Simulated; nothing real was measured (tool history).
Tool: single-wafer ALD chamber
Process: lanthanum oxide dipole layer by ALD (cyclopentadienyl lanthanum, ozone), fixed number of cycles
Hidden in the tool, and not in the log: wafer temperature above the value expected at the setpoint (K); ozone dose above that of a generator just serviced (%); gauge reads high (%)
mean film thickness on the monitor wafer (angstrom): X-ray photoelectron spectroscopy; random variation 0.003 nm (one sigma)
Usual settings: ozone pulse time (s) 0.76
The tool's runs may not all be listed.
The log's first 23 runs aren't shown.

| run | hour | ozone pulse time (s) | wafers since the last listed run | hours since the last thermocouple change | hours since the last ozone generator service | hours since the showerhead was replaced | hours since the gauge calibration | read-back reference wafer on the same gauge, thickness_nm | mean film thickness on the monitor wafer (angstrom) |
|---|---|---|---|---|---|---|---|---|---|
| 24 | 503.0 | 0.86 | 459 | 3126.2 | 267.6 | 194.0 | 75.6 | 0.564 | 5.25 |
| 25 | 520.1 | 0.56 | 262 | 3143.3 | 284.7 | 211.1 | 92.7 | 0.564 | 3.95 |
| 26 | 533.1 | 0.66 | 199 | 3156.3 | 297.7 | 224.1 | 105.7 | 0.564 | 4.49 |
|  | 566.1 | thermocouple changed; heater temperature recalibrated |
| 27 | 569.1 | 0.76 | 430 | 3.0 | 333.7 | 260.1 | 141.7 | 0.562 | 4.93 |
| 28 | 601.8 | 0.85 | 502 | 35.7 | 366.4 | 292.8 | 174.4 | 0.563 | 5.27 |
| 29 | 633.0 | 0.76 | 479 | 66.9 | 397.6 | 324.0 | 205.6 | 0.564 | 4.90 |
| 30 | 658.5 | 0.97 | 391 | 92.4 | 423.1 | 349.5 | 231.1 | 0.564 | 5.51 |
| 31 | 691.3 | 0.57 | 504 | 125.2 | 455.9 | 382.3 | 263.9 | 0.563 | 3.98 |
| 32 | 724.6 | 0.76 | 511 | 158.5 | 489.2 | 415.6 | 297.2 | 0.563 | 4.85 |
| 33 | 746.5 | 1.04 | 336 | 180.4 | 511.1 | 437.5 | 319.1 | 0.562 | 5.60 |
| 34 | 780.0 | 0.60 | 514 | 213.9 | 544.6 | 471.0 | 352.6 | 0.562 | 4.08 |

4 ways to go on from here, each from the tool as it stands after run 34. What would each give?
| A | 780.4 | 0.55 | 6 | 214.3 | 545.0 | 471.4 | 353.0 | ? | ? |
| B | 780.4 | 0.94 | 6 | 214.3 | 545.0 | 471.4 | 353.0 | ? | ? |
| C | 780.4 | 0.84 | 6 | 214.3 | 545.0 | 471.4 | 353.0 | ? | ? |
| D | 780.4 | 1.01 | 6 | 214.3 | 545.0 | 471.4 | 353.0 | ? | ? |

| run | read-back reference wafer on the same gauge, thickness_nm | mean film thickness on the monitor wafer (angstrom) |
|---|---|---|
| A | 0.563 | 3.81 |
| B | 0.563 | 5.38 |
| C | 0.563 | 5.10 |
| D | 0.563 | 5.54 |
Without the tool's hidden state the same runs would have given:
| run | mean film thickness on the monitor wafer (angstrom) |
|---|---|
| A | 4.11 |
| B | 5.62 |
| C | 5.36 |
| D | 5.77 |

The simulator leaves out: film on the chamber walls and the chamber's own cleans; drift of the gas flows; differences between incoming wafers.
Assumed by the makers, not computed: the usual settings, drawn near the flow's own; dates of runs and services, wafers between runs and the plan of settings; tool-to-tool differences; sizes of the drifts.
